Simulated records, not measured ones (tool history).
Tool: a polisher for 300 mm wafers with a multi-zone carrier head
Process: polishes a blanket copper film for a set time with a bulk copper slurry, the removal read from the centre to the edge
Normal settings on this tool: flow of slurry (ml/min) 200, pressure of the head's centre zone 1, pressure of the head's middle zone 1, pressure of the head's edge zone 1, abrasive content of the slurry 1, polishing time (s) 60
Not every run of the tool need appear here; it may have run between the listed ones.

| run | hour | flow of slurry (ml/min) | pressure of the head's centre zone | pressure of the head's middle zone | pressure of the head's edge zone | abrasive content of the slurry | polishing time (s) | incoming thickness of the incoming film, nm | film removed at the wafer's centre (Å) | film removed at mid-radius (Å) | film removed at the wafer's edge (Å) |
|---|---|---|---|---|---|---|---|---|---|---|---|
| 1 | 0 | 200 | 1 | 1 | 1 | 1 | 60 | 3514.8 | 6956 | 7982 | 7818 |
| 2 | 39.3 | 150 | 1 | 1 | 1 | 1 | 71 | 3601.6 | 7851 | 9052 | 8994 |
| 3 | 79.1 | 200 | 1.11 | 1.04 | 1 | 0.8 | 47 | 3640.6 | 5771 | 6173 | 5842 |
| 4 | 117.3 | 200 | 1 | 1 | 1 | 1 | 60 | 3594.1 | 6840 | 7974 | 7927 |
| 5 | 167.9 | 200 | 1 | 1 | 1 | 1 | 60 | 3551.2 | 6807 | 8006 | 7916 |
| 6 | 219.9 | 200 | 1 | 1 | 1.08 | 1 | 79 | 3601.7 | 8970 | 10736 | 10750 |
|  | 228.1 | centre zone pressure recalibrated |
| 7 | 246.7 | 200 | 1 | 0.95 | 1.08 | 1 | 60 | 3614.2 | 7693 | 7734 | 8233 |
| 8 | 318.4 | 270 | 0.92 | 1 | 1 | 0.9 | 60 | 3567.6 | 7105 | 8039 | 7898 |
|  | 393.9 | slurry nozzle cleaned |
|  | 413.8 | edge zone pressure recalibrated |
| 9 | 464 | 200 | 1 | 1 | 1 | 1 | 60 | 3603.5 | 7512 | 8050 | 7929 |
| 10 | 501.6 | 200 | 1.03 | 1 | 1 | 1 | 60 | 3624.1 | 7551 | 8031 | 7871 |
|  | 552.6 | worn pad replaced by a new one |
| 11 | 558.5 | 170 | 1 | 1 | 1 | 1.2 | 60 | 3594.4 | 7707 | 8238 | 7936 |
| 12 | 605.6 | 200 | 1 | 1 | 1 | 1 | 60 | 3565.9 | 7245 | 8191 | 7810 |
| 13 | 675.6 | 200 | 1 | 1 | 1 | 1.1 | 60 | 3585.4 | 7467 | 8148 | 8083 |
| 14 | 722.7 | 200 | 1 | 1 | 1 | 1 | 60 | 3638.4 | 7519 | 8043 | 7873 |
| 15 | 758.2 | 180 | 0.97 | 1 | 1.11 | 1 | 60 | 3560.9 | 7202 | 7909 | 8227 |
| 16 | 818.8 | 200 | 1 | 1 | 1.05 | 1 | 77 | 3539.4 | 9367 | 10350 | 10341 |
| 17 | 876.2 | 200 | 1 | 1 | 1 | 1 | 60 | 3651.7 | 7341 | 8053 | 7997 |
| 18 | 904 | 200 | 1 | 1.09 | 0.95 | 1 | 60 | 3585.8 | 7304 | 8550 | 7742 |
|  | 958.1 | slurry nozzle cleaned |
| 19 | 961.9 | 200 | 1 | 1 | 1 | 1 | 81 | 3605.5 | 9932 | 10886 | 10571 |
| 20 | 1007.2 | 200 | 1 | 1 | 0.96 | 1 | 60 | 3600.8 | 7214 | 7961 | 7713 |

Table of differences, measured result less the result of that run with no hidden state. Run-to-run variation is the same in both. Gauge scatter possibly is not:
Unlogged tool condition in this case: removal rate lost through wear of the pad, %; slurry flow missing at the pad, %; deviation of the centre zone's pressure from its setpoint, %; deviation of the edge zone's pressure from its setpoint, %.
| run | film removed at the wafer's centre (Å) |
|---|---|
| 1 | -683 |
| 2 | -795 |
| 3 | -597 |
| 4 | -734 |
| 5 | -758 |
| 6 | -1036 |
| 7 | +9 |
| 8 | -24 |
| 9 | -97 |
| 10 | -116 |
| 11 | -148 |
| 12 | -161 |
| 13 | -201 |
| 14 | -226 |
| 15 | -235 |
| 16 | -344 |
| 17 | -298 |
| 18 | -310 |
| 19 | -463 |
| 20 | -359 |
film removed at mid-radius (Å): within 5 of the measured result in every run.
film removed at the wafer's edge (Å): the difference is 0 for every run.
